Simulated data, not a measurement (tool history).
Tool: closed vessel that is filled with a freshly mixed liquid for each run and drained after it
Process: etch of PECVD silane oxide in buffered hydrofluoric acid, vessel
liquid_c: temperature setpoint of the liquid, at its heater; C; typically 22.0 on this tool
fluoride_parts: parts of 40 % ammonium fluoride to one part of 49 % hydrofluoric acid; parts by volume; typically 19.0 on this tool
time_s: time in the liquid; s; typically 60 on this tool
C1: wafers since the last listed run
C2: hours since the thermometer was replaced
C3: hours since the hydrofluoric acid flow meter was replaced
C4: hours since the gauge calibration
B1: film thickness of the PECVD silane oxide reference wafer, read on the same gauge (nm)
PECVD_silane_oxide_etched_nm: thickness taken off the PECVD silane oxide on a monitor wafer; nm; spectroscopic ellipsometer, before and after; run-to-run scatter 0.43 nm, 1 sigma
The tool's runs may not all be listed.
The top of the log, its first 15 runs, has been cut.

Run 16, hour 353.1: usual settings; C1 1580; C2 3100.4; C3 153.2; C4 77.2; B1 120.01. Result: PECVD_silane_oxide_etched_nm 60.71 nm.
Run 17, hour 377.8: usual settings but time_s 85 s; C1 2425; C2 3125.1; C3 177.9; C4 101.9; B1 120.02. Result: PECVD_silane_oxide_etched_nm 86.49 nm.
Run 18, hour 395.5: usual settings but liquid_c 26.0 C; C1 1737; C2 3142.8; C3 195.6; C4 119.6; B1 120.00. Result: PECVD_silane_oxide_etched_nm 76.46 nm.
At hour 399.7: hydrofluoric acid flow meter replaced, repeated, since the last time left the tool worse.
Run 19, hour 410.7: usual settings but time_s 70 s; C1 1394; C2 3158.0; C3 11.0; C4 134.8; B1 120.00. Result: PECVD_silane_oxide_etched_nm 62.28 nm.
Run 20, hour 437.8: usual settings but time_s 90 s; C1 2660; C2 3185.1; C3 38.1; C4 161.9; B1 119.99. Result: PECVD_silane_oxide_etched_nm 80.03 nm.
Run 21, hour 472.7: usual settings but liquid_c 19.5 C; C1 3426; C2 3220.0; C3 73.0; C4 196.8; B1 120.02. Result: PECVD_silane_oxide_etched_nm 46.67 nm.
Run 22, hour 506.7: usual settings but liquid_c 24.5 C, fluoride_parts 14.0 parts by volume, time_s 35 s; C1 3338; C2 3254.0; C3 107.0; C4 230.8; B1 120.00. Result: PECVD_silane_oxide_etched_nm 48.72 nm.
Run 23, hour 522.5: usual settings; C1 1551; C2 3269.8; C3 122.8; C4 246.6; B1 119.99. Result: PECVD_silane_oxide_etched_nm 53.85 nm.
At hour 547.8: thermometer replaced.
Run 24, hour 553.7: usual settings but liquid_c 20.5 C; C1 2965; C2 5.9; C3 154.0; C4 277.8; B1 119.99. Result: PECVD_silane_oxide_etched_nm 49.57 nm.
Run 25, hour 576.5: usual settings; C1 2238; C2 28.7; C3 176.8; C4 300.6; B1 119.99. Result: PECVD_silane_oxide_etched_nm 53.86 nm.
Run 26, hour 601.1: usual settings; C1 2415; C2 53.3; C3 201.4; C4 325.2; B1 119.99. Result: PECVD_silane_oxide_etched_nm 53.49 nm.
Run 27, hour 630.4: usual settings but liquid_c 25.5 C; C1 2876; C2 82.6; C3 230.7; C4 354.5; B1 120.00. Result: PECVD_silane_oxide_etched_nm 65.12 nm.
Run 28, hour 647.9: usual settings; C1 1718; C2 100.1; C3 248.2; C4 372.0; B1 120.01. Result: PECVD_silane_oxide_etched_nm 53.44 nm.
Run 29, hour 696.1: usual settings but liquid_c 17.5 C; C1 4732; C2 148.3; C3 296.4; C4 420.2; B1 119.99. Result: PECVD_silane_oxide_etched_nm 41.48 nm.
Run 30, hour 719.8: usual settings but fluoride_parts 26.0 parts by volume; C1 2326; C2 172.0; C3 320.1; C4 443.9; B1 120.00. Result: PECVD_silane_oxide_etched_nm 42.75 nm.
Run 31, hour 746.2: usual settings but fluoride_parts 17.0 parts by volume; C1 2592; C2 198.4; C3 346.5; C4 470.3; B1 120.00. Result: PECVD_silane_oxide_etched_nm 60.50 nm.
Run 32, hour 761.3: usual settings; C1 1482; C2 213.5; C3 361.6; C4 485.4; B1 119.99. Result: PECVD_silane_oxide_etched_nm 54.33 nm.

Consider 4 possible next runs. They are alternatives, not a sequence: every one starts from the tool as it was left by run 32. What does each give?
Run A, hour 762.0: usual settings but liquid_c 19.0 C; C1 68; C2 214.2; C3 362.3; C4 486.1; B1 ?. Result: PECVD_silane_oxide_etched_nm ?.
Run B, hour 762.0: usual settings but fluoride_parts 24.5 parts by volume; C1 68; C2 214.2; C3 362.3; C4 486.1; B1 ?. Result: PECVD_silane_oxide_etched_nm ?.
Run C, hour 762.0: usual settings but liquid_c 27.0 C; C1 68; C2 214.2; C3 362.3; C4 486.1; B1 ?. Result: PECVD_silane_oxide_etched_nm ?.
Run D, hour 762.0: usual settings but liquid_c 19.5 C, fluoride_parts 15.0 parts by volume, time_s 30 s; C1 68; C2 214.2; C3 362.3; C4 486.1; B1 ?. Result: PECVD_silane_oxide_etched_nm ?.

run      B1  PECVD_silane_oxide_etched_nm
  A  119.98                         46.80
  B  119.98                         45.32
  C  119.98                         72.70
  D  119.98                         30.38
With no hidden state in the tool, these same runs would have given:
run  PECVD_silane_oxide_etched_nm
  A                         45.36
  B                         44.35
  C                         70.48
  D                         29.46
